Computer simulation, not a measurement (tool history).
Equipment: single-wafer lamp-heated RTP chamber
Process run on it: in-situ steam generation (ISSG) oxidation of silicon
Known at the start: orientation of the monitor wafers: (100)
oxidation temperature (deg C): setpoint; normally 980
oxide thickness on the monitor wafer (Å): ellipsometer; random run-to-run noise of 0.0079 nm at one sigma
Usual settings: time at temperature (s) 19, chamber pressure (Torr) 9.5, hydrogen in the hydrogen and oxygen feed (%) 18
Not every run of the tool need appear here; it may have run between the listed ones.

| run | hour | oxidation temperature (deg C) | time at temperature (s) | chamber pressure (Torr) | hydrogen in the hydrogen and oxygen feed (%) | read-back reference wafer on the same gauge, thickness | oxide thickness on the monitor wafer (Å) |
|---|---|---|---|---|---|---|---|
| 1 | 0.0 | 980 | 19 | 9.5 | 18 | 5.788 | 52.63 |
| 2 | 25.7 | 980 | 19 | 9.5 | 18 | 5.788 | 52.47 |
| 3 | 65.3 | 980 | 24 | 9.5 | 18 | 5.789 | 58.46 |
| 4 | 116.6 | 980 | 19 | 8.7 | 18 | 5.793 | 53.03 |
| 5 | 144.8 | 980 | 19 | 8.7 | 18 | 5.790 | 53.16 |
| 6 | 179.6 | 980 | 19 | 8.7 | 18 | 5.789 | 53.23 |
| 7 | 250.3 | 980 | 19 | 9.5 | 18 | 5.795 | 52.65 |
| 8 | 307.0 | 980 | 19 | 9.0 | 18 | 5.795 | 53.08 |
| 9 | 350.1 | 980 | 19 | 9.0 | 18 | 5.788 | 53.11 |
| 10 | 407.5 | 997 | 19 | 10.2 | 24 | 5.788 | 59.36 |
| 11 | 450.1 | 980 | 16 | 10.2 | 18 | 5.790 | 48.53 |
| 12 | 513.4 | 995 | 17 | 9.5 | 11 | 5.789 | 48.01 |
| 13 | 542.7 | 980 | 22 | 9.5 | 21 | 5.789 | 58.66 |
| 14 | 580.2 | 980 | 23 | 9.5 | 11 | 5.792 | 52.45 |
| 15 | 615.0 | 980 | 19 | 9.5 | 18 | 5.789 | 53.28 |
| 16 | 665.4 | 980 | 19 | 9.5 | 18 | 5.792 | 53.23 |
| 17 | 695.4 | 980 | 19 | 9.5 | 21 | 5.790 | 55.10 |
|  | 736.7 | hydrogen flow controller replaced |
| 18 | 762.4 | 970 | 23 | 9.5 | 23 | 5.786 | 59.09 |
| 19 | 793.9 | 995 | 19 | 9.5 | 14 | 5.791 | 53.75 |
|  | 813.7 | gauge calibrated |
| 20 | 841.0 | 980 | 24 | 9.5 | 18 | 5.789 | 59.44 |
|  | 1015.8 | pyrometer window cleaned and pyrometer calibrated |
| 21 | 1025.1 | 995 | 19 | 9.5 | 14 | 5.792 | 52.50 |
| 22 | 1080.2 | 980 | 19 | 8.6 | 12 | 5.790 | 48.56 |
|  | 1236.6 | pressure gauge zeroed |
| 23 | 1266.8 | 980 | 19 | 10.2 | 12 | 5.792 | 47.93 |
| 24 | 1290.9 | 970 | 26 | 9.5 | 13 | 5.794 | 54.93 |
| 25 | 1319.3 | 980 | 19 | 9.5 | 18 | 5.790 | 52.90 |
| 26 | 1363.7 | 980 | 19 | 9.5 | 18 | 5.787 | 52.88 |
| 27 | 1407.9 | 980 | 19 | 9.5 | 18 | 5.791 | 52.81 |
| 28 | 1538.3 | 980 | 19 | 10.2 | 11 | 5.794 | 47.15 |
| 29 | 1589.7 | 980 | 26 | 9.5 | 14 | 5.790 | 58.16 |
| 30 | 1633.0 | 980 | 22 | 10.2 | 18 | 5.789 | 55.85 |
| 31 | 1693.4 | 980 | 19 | 9.5 | 18 | 5.790 | 53.13 |
| 32 | 1730.3 | 980 | 19 | 8.1 | 18 | 5.790 | 53.75 |

Here are 3 independent what-if runs from the current tool condition. What would each one return?
| A | 1730.7 | 970 | 19 | 9.5 | 18 | ? | ? |
| B | 1730.7 | 973 | 25 | 8.5 | 21 | ? | ? |
| C | 1730.7 | 994 | 12 | 10.2 | 12 | ? | ? |

| run | read-back reference wafer on the same gauge, thickness | oxide thickness on the monitor wafer (Å) |
|---|---|---|
| A | 5.788 | 51.32 |
| B | 5.788 | 61.29 |
| C | 5.788 | 41.22 |
Take away the tool's hidden state, keep each run's random variation, and the runs would have read:
| run | oxide thickness on the monitor wafer (Å) |
|---|---|
| A | 50.67 |
| B | 60.42 |
| C | 40.70 |

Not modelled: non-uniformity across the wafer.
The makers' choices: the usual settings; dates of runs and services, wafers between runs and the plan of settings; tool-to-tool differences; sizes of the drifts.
